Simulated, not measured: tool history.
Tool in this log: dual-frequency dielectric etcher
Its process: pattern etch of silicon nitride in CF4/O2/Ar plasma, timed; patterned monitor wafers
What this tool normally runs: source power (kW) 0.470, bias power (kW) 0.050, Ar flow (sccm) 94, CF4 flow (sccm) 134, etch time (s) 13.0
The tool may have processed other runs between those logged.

run,day,source power (kW),bias power (kW),Ar flow (sccm),CF4 flow (sccm),etch time (s),wafers since the last listed run,hours since the last wet clean,hours since the last source power generator calibration,hours since the last bias power generator calibration,hours since the last Ar flow controller change,hours since the last CF4 flow controller change,hours since the last upper electrode change,hours since the gauge calibration,"read-back reference wafer on the same gauge, depth_nm",mean etch depth across the wafer (nm)
1,0.000,0.470,0.050,102,134,13.0,0,72.2,97.6,132.0,128.9,2914.9,3764.6,2018.7,30.70,28.23
# day 3.792: upper electrode replaced
2,4.208,0.470,0.050,102,134,13.0,1887,173.2,198.6,233.0,229.9,3015.9,10.0,2119.7,30.69,28.87
# day 6.717: CF4 flow controller replaced
3,8.492,0.470,0.050,94,134,11.5,2372,276.0,301.4,335.8,332.7,42.6,112.8,2222.5,30.72,25.83
# day 8.779: gauge calibrated
4,10.679,0.390,0.050,94,134,13.0,1286,328.5,353.9,388.3,385.2,95.1,165.3,45.6,30.71,25.66
5,13.267,0.470,0.050,94,134,13.0,1521,390.6,416.0,450.4,447.3,157.2,227.4,107.7,30.69,29.59
6,15.479,0.510,0.050,94,157,16.5,1301,443.7,469.1,503.5,500.4,210.3,280.5,160.8,30.71,41.09
# day 20.808: wet clean of the chamber
7,28.846,0.590,0.043,108,134,10.0,7273,192.9,789.9,824.3,821.2,531.1,601.3,481.6,30.71,23.99
8,32.471,0.470,0.050,94,134,13.0,2132,279.9,876.9,911.3,908.2,618.1,688.3,568.6,30.72,29.71
9,34.262,0.520,0.050,94,134,13.0,1053,322.9,919.9,954.3,951.2,661.1,731.3,611.6,30.68,32.00
10,37.242,0.470,0.039,94,134,11.5,1752,394.4,991.4,1025.8,1022.7,732.6,802.8,683.1,30.70,22.82
11,41.638,0.590,0.055,72,134,11.0,2585,499.9,1096.9,1131.3,1128.2,838.1,908.3,788.6,30.70,33.24
# day 43.796: wet clean of the chamber
12,43.817,0.470,0.050,94,118,13.0,693,0.5,1149.2,1183.6,1180.5,890.4,960.6,840.9,30.67,28.19
13,46.212,0.470,0.050,94,134,13.0,1409,58.0,1206.7,1241.1,1238.0,947.9,1018.1,898.4,30.68,28.60
14,49.688,0.470,0.050,70,134,13.0,2043,141.4,1290.1,1324.5,1321.4,1031.3,1101.5,981.8,30.69,30.03
15,54.042,0.540,0.050,94,134,17.0,2561,245.9,1394.6,1429.0,1425.9,1135.8,1206.0,1086.3,30.71,42.91
16,56.558,0.380,0.050,94,161,13.0,1480,306.3,1455.0,1489.4,1486.3,1196.2,1266.4,1146.7,30.67,26.04
17,59.504,0.470,0.050,94,134,13.0,1732,377.0,1525.7,1560.1,1557.0,1266.9,1337.1,1217.4,30.69,29.77
18,61.971,0.540,0.050,94,134,17.0,1450,436.2,1584.9,1619.3,1616.2,1326.1,1396.3,1276.6,30.71,43.76
# day 64.529: source power generator calibrated
# day 64.742: Ar flow controller replaced
19,65.042,0.470,0.050,103,134,16.5,1584,509.9,12.3,1693.0,7.2,1399.8,1470.0,1350.3,30.69,36.49
20,67.025,0.470,0.057,94,134,13.0,1166,557.5,59.9,1740.6,54.8,1447.4,1517.6,1397.9,30.69,31.27
# day 70.300: wet clean of the chamber
21,71.121,0.470,0.050,94,116,13.0,1820,19.7,158.2,1838.9,153.1,1545.7,1615.9,1496.2,30.71,27.54

Here are 4 independent what-if runs from the current tool condition. What would each one return?
A,71.138,0.470,0.050,94,134,13.0,9,20.1,158.6,1839.3,153.5,1546.1,1616.3,1496.6,?,?
B,71.138,0.540,0.042,94,106,13.0,9,20.1,158.6,1839.3,153.5,1546.1,1616.3,1496.6,?,?
C,71.138,0.430,0.061,94,134,13.0,9,20.1,158.6,1839.3,153.5,1546.1,1616.3,1496.6,?,?
D,71.138,0.470,0.044,86,111,15.5,9,20.1,158.6,1839.3,153.5,1546.1,1616.3,1496.6,?,?

run,"read-back reference wafer on the same gauge, depth_nm",mean etch depth across the wafer (nm)
A,30.70,28.13
B,30.70,27.04
C,30.70,29.51
D,30.70,30.54
Had the tool no hidden state, the same runs would have come out as:
run,mean etch depth across the wafer (nm)
A,28.14
B,27.05
C,29.52
D,30.55

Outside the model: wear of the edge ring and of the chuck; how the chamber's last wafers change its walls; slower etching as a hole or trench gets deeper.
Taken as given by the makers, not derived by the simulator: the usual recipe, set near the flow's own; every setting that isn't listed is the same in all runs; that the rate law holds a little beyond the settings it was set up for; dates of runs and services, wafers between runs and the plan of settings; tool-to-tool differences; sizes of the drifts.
